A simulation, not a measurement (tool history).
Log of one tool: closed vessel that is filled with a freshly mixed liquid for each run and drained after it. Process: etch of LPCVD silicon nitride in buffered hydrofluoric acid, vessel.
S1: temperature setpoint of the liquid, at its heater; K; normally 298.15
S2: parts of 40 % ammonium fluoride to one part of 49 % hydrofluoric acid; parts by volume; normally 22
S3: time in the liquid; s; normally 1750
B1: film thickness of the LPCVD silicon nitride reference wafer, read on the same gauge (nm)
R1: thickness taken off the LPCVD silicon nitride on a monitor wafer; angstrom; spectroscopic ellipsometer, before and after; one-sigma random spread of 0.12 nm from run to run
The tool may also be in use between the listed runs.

| run | hour | S1 | S2 | S3 | B1 | R1 |
|---|---|---|---|---|---|---|
| 1 | 0 | 298.15 | 22 | 1750 | 80.04 | 115.4 |
|  | 16.5 | hydrofluoric acid flow meter replaced |
| 2 | 80.8 | 298.15 | 22 | 1750 | 80 | 122.6 |
| 3 | 119.7 | 298.15 | 22 | 1750 | 80.03 | 122.5 |
| 4 | 171.4 | 298.15 | 22 | 1750 | 79.99 | 123.4 |
| 5 | 262.4 | 298.15 | 22 | 1750 | 80.03 | 121.3 |
| 6 | 302.8 | 298.15 | 22 | 1750 | 80.01 | 118.6 |
| 7 | 364.8 | 298.15 | 22 | 1750 | 80.02 | 121.3 |
| 8 | 468.8 | 298.15 | 22 | 1750 | 80.03 | 120.4 |
| 9 | 507.4 | 298.15 | 22 | 1750 | 80 | 120.4 |
| 10 | 565.2 | 298.15 | 22 | 1750 | 80.03 | 119.9 |
| 11 | 606.1 | 298.15 | 22 | 1750 | 80.01 | 120.5 |
| 12 | 656.4 | 298.15 | 29 | 1750 | 80.01 | 96.6 |
| 13 | 728 | 298.15 | 22 | 1750 | 80.03 | 118 |
|  | 777.2 | thermometer replaced |
|  | 782.3 | hydrofluoric acid flow meter replaced |
| 14 | 806.3 | 295.65 | 17 | 2455 | 80.01 | 161.7 |
| 15 | 866.9 | 298.15 | 30 | 1750 | 80 | 86.6 |
| 16 | 958.9 | 298.15 | 28.5 | 1170 | 80.04 | 60.4 |
| 17 | 1024.5 | 300.65 | 22 | 2550 | 79.97 | 182.2 |
|  | 1057.7 | hydrofluoric acid flow meter replaced, repeated, since the last time left the tool worse |
| 18 | 1124.4 | 298.15 | 22 | 1750 | 80.01 | 122 |
|  | 1126.8 | gauge calibrated |
| 19 | 1330.9 | 298.15 | 18 | 1750 | 80.02 | 144.2 |
| 20 | 1404.4 | 298.15 | 22 | 1750 | 79.95 | 118.8 |
| 21 | 1445 | 295.65 | 17 | 2455 | 79.99 | 179.2 |
| 22 | 1497 | 295.65 | 17.5 | 1750 | 79.94 | 123.1 |
| 23 | 1571.7 | 298.15 | 22 | 1750 | 80.03 | 119.4 |

Consider 3 possible next runs. They are alternatives, not a sequence: every one starts from the tool as it was left by run 23. What does each give?
| A | 1572.8 | 298.15 | 22 | 1750 | ? | ? |
| B | 1572.8 | 301.65 | 22 | 2730 | ? | ? |
| C | 1572.8 | 301.15 | 17.5 | 1390 | ? | ? |

| run | B1 | R1 |
|---|---|---|
| A | 80.02 | 119 |
| B | 80.02 | 224.1 |
| C | 80.02 | 132.9 |
Without the tool's hidden state the same runs would have given:
| run | R1 |
|---|---|
| A | 123.9 |
| B | 233.4 |
| C | 140.9 |

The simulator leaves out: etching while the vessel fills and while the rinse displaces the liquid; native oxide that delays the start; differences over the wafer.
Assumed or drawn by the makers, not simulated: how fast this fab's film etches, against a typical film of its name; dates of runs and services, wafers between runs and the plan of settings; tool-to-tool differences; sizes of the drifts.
